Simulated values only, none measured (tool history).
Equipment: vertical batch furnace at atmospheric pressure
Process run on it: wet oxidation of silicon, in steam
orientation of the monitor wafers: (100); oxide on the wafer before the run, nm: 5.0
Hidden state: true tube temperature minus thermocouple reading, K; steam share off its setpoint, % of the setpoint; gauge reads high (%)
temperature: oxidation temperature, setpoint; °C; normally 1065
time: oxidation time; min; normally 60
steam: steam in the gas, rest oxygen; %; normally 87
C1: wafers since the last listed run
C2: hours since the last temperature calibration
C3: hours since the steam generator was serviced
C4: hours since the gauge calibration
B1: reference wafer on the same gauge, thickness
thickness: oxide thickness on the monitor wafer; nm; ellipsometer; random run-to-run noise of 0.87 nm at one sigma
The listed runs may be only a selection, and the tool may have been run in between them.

run 1 day=0 | temperature=1065 time=60 steam=87 | C1=0 C2=4025 C3=1555.6 C4=519.1 | B1=599.01 | thickness=552.88
run 2 day=0.675 | temperature=1065 time=60 steam=87 | C1=344 C2=4041.2 C3=1571.8 C4=535.3 | B1=598.89 | thickness=553.73
run 3 day=1.354 | temperature=1065 time=60 steam=87 | C1=346 C2=4057.5 C3=1588.1 C4=551.6 | B1=598.59 | thickness=553.25
run 4 day=2.025 | temperature=1065 time=60 steam=87 | C1=342 C2=4073.6 C3=1604.2 C4=567.7 | B1=598.99 | thickness=551.57
-- day=3.617 thermocouples replaced and temperature profile calibrated
run 5 day=3.638 | temperature=1065 time=60 steam=87 | C1=312 C2=0.5 C3=1642.9 C4=606.4 | B1=599.58 | thickness=550.97
run 6 day=3.808 | temperature=1065 time=60 steam=87 | C1=87 C2=4.6 C3=1647 C4=610.5 | B1=598.98 | thickness=551.23
run 7 day=3.983 | temperature=1065 time=60 steam=87 | C1=89 C2=8.8 C3=1651.2 C4=614.7 | B1=599.28 | thickness=550.69
run 8 day=4.362 | temperature=1065 time=75 steam=92 | C1=193 C2=17.9 C3=1660.3 C4=623.8 | B1=599.37 | thickness=648.77
run 9 day=4.725 | temperature=1065 time=75 steam=92 | C1=184 C2=26.6 C3=1669 C4=632.5 | B1=598.66 | thickness=649.1
run 10 day=5.317 | temperature=1065 time=60 steam=95 | C1=301 C2=40.8 C3=1683.2 C4=646.7 | B1=598.9 | thickness=579.05
-- day=5.642 gauge calibrated
run 11 day=5.933 | temperature=1065 time=60 steam=95 | C1=314 C2=55.6 C3=1698 C4=7 | B1=598.97 | thickness=577.67
run 12 day=6.404 | temperature=1065 time=60 steam=87 | C1=240 C2=66.9 C3=1709.3 C4=18.3 | B1=599.18 | thickness=549.28
run 13 day=6.721 | temperature=1065 time=60 steam=87 | C1=161 C2=74.5 C3=1716.9 C4=25.9 | B1=599.39 | thickness=549.94
run 14 day=7.392 | temperature=1065 time=60 steam=87 | C1=342 C2=90.6 C3=1733 C4=42 | B1=599.03 | thickness=550.16
run 15 day=7.742 | temperature=1065 time=60 steam=87 | C1=178 C2=99 C3=1741.4 C4=50.4 | B1=598.99 | thickness=549.93
run 16 day=8.217 | temperature=1089 time=60 steam=87 | C1=242 C2=110.4 C3=1752.8 C4=61.8 | B1=598.83 | thickness=611.31
run 17 day=8.704 | temperature=1065 time=60 steam=87 | C1=248 C2=122.1 C3=1764.5 C4=73.5 | B1=598.95 | thickness=547.96
run 18 day=9.321 | temperature=1089 time=60 steam=87 | C1=314 C2=136.9 C3=1779.3 C4=88.3 | B1=598.85 | thickness=609.1
run 19 day=9.804 | temperature=1073 time=46.5 steam=87 | C1=246 C2=148.5 C3=1790.9 C4=99.9 | B1=598.92 | thickness=488.19
run 20 day=10.408 | temperature=1065 time=47 steam=80 | C1=308 C2=163 C3=1805.4 C4=114.4 | B1=599.2 | thickness=448.08
run 21 day=11.008 | temperature=1065 time=60 steam=87 | C1=305 C2=177.4 C3=1819.8 C4=128.8 | B1=598.77 | thickness=545.75
run 22 day=11.358 | temperature=1041 time=33 steam=97 | C1=178 C2=185.8 C3=1828.2 C4=137.2 | B1=599.03 | thickness=351.64
run 23 day=11.958 | temperature=1042 time=45 steam=87 | C1=305 C2=200.2 C3=1842.6 C4=151.6 | B1=599.48 | thickness=402.28
run 24 day=12.338 | temperature=1084 time=74 steam=81 | C1=193 C2=209.3 C3=1851.7 C4=160.7 | B1=598.87 | thickness=643.92
run 25 day=12.825 | temperature=1065 time=60 steam=87 | C1=248 C2=221 C3=1863.4 C4=172.4 | B1=598.76 | thickness=543.95
-- day=14.125 steam generator serviced
run 26 day=14.146 | temperature=1084 time=86.5 steam=76 | C1=163 C2=252.7 C3=0.5 C4=204.1 | B1=599.22 | thickness=717.83
run 27 day=14.321 | temperature=1050 time=71 steam=82 | C1=89 C2=256.9 C3=4.7 C4=208.3 | B1=598.89 | thickness=571.39
run 28 day=14.492 | temperature=1065 time=60 steam=87 | C1=87 C2=261 C3=8.8 C4=212.4 | B1=599.34 | thickness=577.44
run 29 day=14.871 | temperature=1073 time=30.5 steam=76 | C1=193 C2=270.1 C3=17.9 C4=221.5 | B1=598.97 | thickness=368.2
run 30 day=15.354 | temperature=1057 time=79.5 steam=76 | C1=246 C2=281.7 C3=29.5 C4=233.1 | B1=598.96 | thickness=605.81
run 31 day=16.088 | temperature=1065 time=46.5 steam=87 | C1=373 C2=299.3 C3=47.1 C4=250.7 | B1=598.83 | thickness=495.55
run 32 day=16.342 | temperature=1079 time=80.5 steam=94 | C1=129 C2=305.4 C3=53.2 C4=256.8 | B1=599.17 | thickness=761.53
run 33 day=16.617 | temperature=1042 time=60 steam=87 | C1=140 C2=312 C3=59.8 C4=263.4 | B1=599.08 | thickness=511.63
run 34 day=17.329 | temperature=1073 time=30.5 steam=76 | C1=363 C2=329.1 C3=76.9 C4=280.5 | B1=598.73 | thickness=369.33
run 35 day=18.312 | temperature=1050 time=60 steam=97 | C1=501 C2=352.7 C3=100.5 C4=304.1 | B1=598.96 | thickness=571.28
run 36 day=18.825 | temperature=1072 time=60 steam=80 | C1=261 C2=365 C3=112.8 C4=316.4 | B1=599.02 | thickness=569.01
run 37 day=19.217 | temperature=1049 time=60 steam=87 | C1=199 C2=374.4 C3=122.2 C4=325.8 | B1=599.15 | thickness=532.11

Alternative continuations, all from the tool just after run 37; predict every row:
run A day=19.392 | temperature=1065 time=31.5 steam=87 | C1=89 C2=378.6 C3=126.4 C4=330 | B1=? | thickness=?
run B day=19.392 | temperature=1074 time=32 steam=87 | C1=89 C2=378.6 C3=126.4 C4=330 | B1=? | thickness=?
run C day=19.392 | temperature=1043 time=51.5 steam=84 | C1=89 C2=378.6 C3=126.4 C4=330 | B1=? | thickness=?
run D day=19.392 | temperature=1065 time=36.5 steam=84 | C1=89 C2=378.6 C3=126.4 C4=330 | B1=? | thickness=?
run E day=19.392 | temperature=1044 time=41.5 steam=76 | C1=89 C2=378.6 C3=126.4 C4=330 | B1=? | thickness=?

run=A B1=599.01 thickness=390.04
run=B B1=599.01 thickness=413.76
run=C B1=599.01 thickness=457.55
run=D B1=599.01 thickness=418.09
run=E B1=599.01 thickness=376.47
Had the tool no hidden state, the same runs would have come out as:
run=A thickness=390.33
run=B thickness=414.06
run=C thickness=457.89
run=D thickness=418.39
run=E thickness=376.76
